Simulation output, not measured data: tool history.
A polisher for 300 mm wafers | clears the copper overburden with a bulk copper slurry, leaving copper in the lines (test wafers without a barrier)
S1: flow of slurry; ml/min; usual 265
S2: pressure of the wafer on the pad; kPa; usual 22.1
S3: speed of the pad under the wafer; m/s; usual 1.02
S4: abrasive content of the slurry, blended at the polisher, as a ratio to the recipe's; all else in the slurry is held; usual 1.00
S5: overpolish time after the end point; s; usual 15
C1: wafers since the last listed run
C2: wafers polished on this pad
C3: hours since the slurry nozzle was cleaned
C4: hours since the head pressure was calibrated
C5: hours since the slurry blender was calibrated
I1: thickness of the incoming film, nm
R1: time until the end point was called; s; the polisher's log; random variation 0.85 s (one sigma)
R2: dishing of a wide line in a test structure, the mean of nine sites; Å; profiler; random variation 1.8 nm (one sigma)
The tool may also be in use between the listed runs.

run	hour	S1	S2	S3	S4	S5	C1	C2	C3	C4	C5	I1	R1	R2
1	0.0	265	22.1	1.02	1.00	15	0	433	0.3	299.0	80.1	684.5	59.4	1064
2	24.8	265	22.1	1.02	1.00	15	234	667	25.1	323.8	104.9	678.3	58.1	1058
3	42.1	265	22.1	1.02	0.80	15	163	831	42.4	341.1	122.2	681.8	63.4	986
# hour 60.0: slurry blender recalibrated
4	75.8	265	22.1	1.02	0.80	15	299	1130	76.1	374.8	15.8	680.1	62.0	1020
# hour 82.6: worn pad replaced by a new one
5	90.7	265	22.1	1.02	0.80	15	102	76	91.0	389.7	30.7	691.4	62.9	979
6	111.4	265	22.1	1.02	1.10	15	195	272	111.7	410.4	51.4	692.7	58.7	1098
7	136.0	265	22.1	1.02	1.10	15	232	504	136.3	435.0	76.0	689.5	58.0	1089
8	153.8	300	22.1	1.02	1.00	15	168	672	154.1	452.8	93.8	694.2	59.3	1047
9	181.4	300	22.1	1.02	1.00	15	260	933	181.7	480.4	121.4	692.8	58.4	1082
# hour 202.5: slurry blender recalibrated
# hour 204.4: worn pad replaced by a new one
10	212.4	265	22.1	1.02	1.00	15	256	75	212.7	511.4	9.9	682.3	59.0	1075
11	234.9	265	22.1	1.02	1.00	15	212	288	235.2	533.9	32.4	679.2	58.5	1025
# hour 243.3: head pressure recalibrated
12	266.7	265	22.1	1.02	1.00	15	281	569	267.0	23.4	64.2	688.6	62.2	1006
13	300.3	265	22.1	1.02	0.90	15	317	886	300.6	57.0	97.8	692.8	65.7	999
# hour 327.3: slurry nozzle cleaned
14	328.3	265	22.1	1.02	1.00	15	255	1141	1.0	85.0	125.8	687.2	61.1	1006
15	342.0	265	22.1	1.02	1.00	15	129	1271	14.7	98.7	139.5	680.9	59.8	1003
# hour 348.8: worn pad replaced by a new one
16	360.9	310	26.2	1.02	0.80	18	140	114	33.6	117.6	158.4	694.2	53.6	1307
# hour 363.9: slurry blender recalibrated
17	385.2	355	22.1	1.02	1.00	22	210	325	57.9	141.9	21.3	690.9	59.6	1333
18	402.8	265	22.1	0.86	1.00	15	166	491	75.5	159.5	38.9	693.2	71.5	936
19	416.7	240	22.1	1.34	1.00	15	131	622	89.4	173.4	52.8	691.4	46.9	1229
20	438.2	265	22.1	1.02	1.10	15	203	825	110.9	194.9	74.3	693.0	57.7	1058
# hour 469.5: worn pad replaced by a new one
21	500.1	265	22.1	1.02	1.00	15	546	288	172.8	256.8	136.2	693.2	60.3	1066
22	516.7	265	17.2	1.28	1.25	21	156	445	189.4	273.4	152.8	692.2	57.8	1246
# hour 529.2: slurry blender recalibrated
23	551.2	265	22.1	1.02	1.00	15	306	752	223.9	307.9	22.0	679.9	57.8	1079
24	574.7	330	22.1	1.02	1.00	10	221	974	247.4	331.4	45.5	680.8	57.4	830
# hour 585.5: worn pad replaced by a new one
25	607.3	210	22.1	1.02	1.20	15	270	205	280.0	364.0	78.1	688.2	56.6	1085
26	620.0	265	22.1	1.02	1.00	15	119	325	292.7	376.7	90.8	700.2	59.1	1042
27	642.1	265	22.1	0.68	1.25	15	208	534	314.8	398.8	112.9	690.2	81.5	840

The tool's hidden state at each run:
removal rate lost through wear of the pad, %: 0 in every run
slurry flow missing at the pad, %: 0 in every run
abrasive missing from the slurry, %: 0 in every run
H1: deviation of the head's pressure from its setpoint, %
run	H1
1	7.83
2	8.16
3	8.36
4	8.71
5	8.85
6	9.02
7	9.2
8	9.32
9	9.48
10	9.64
11	9.74
12	1.68
13	3.46
14	4.73
15	5.28
16	5.99
17	6.8
18	7.32
19	7.71
20	8.25
21	9.51
22	9.79
23	10.3
24	10.6
25	10.9
26	11.1
27	11.3
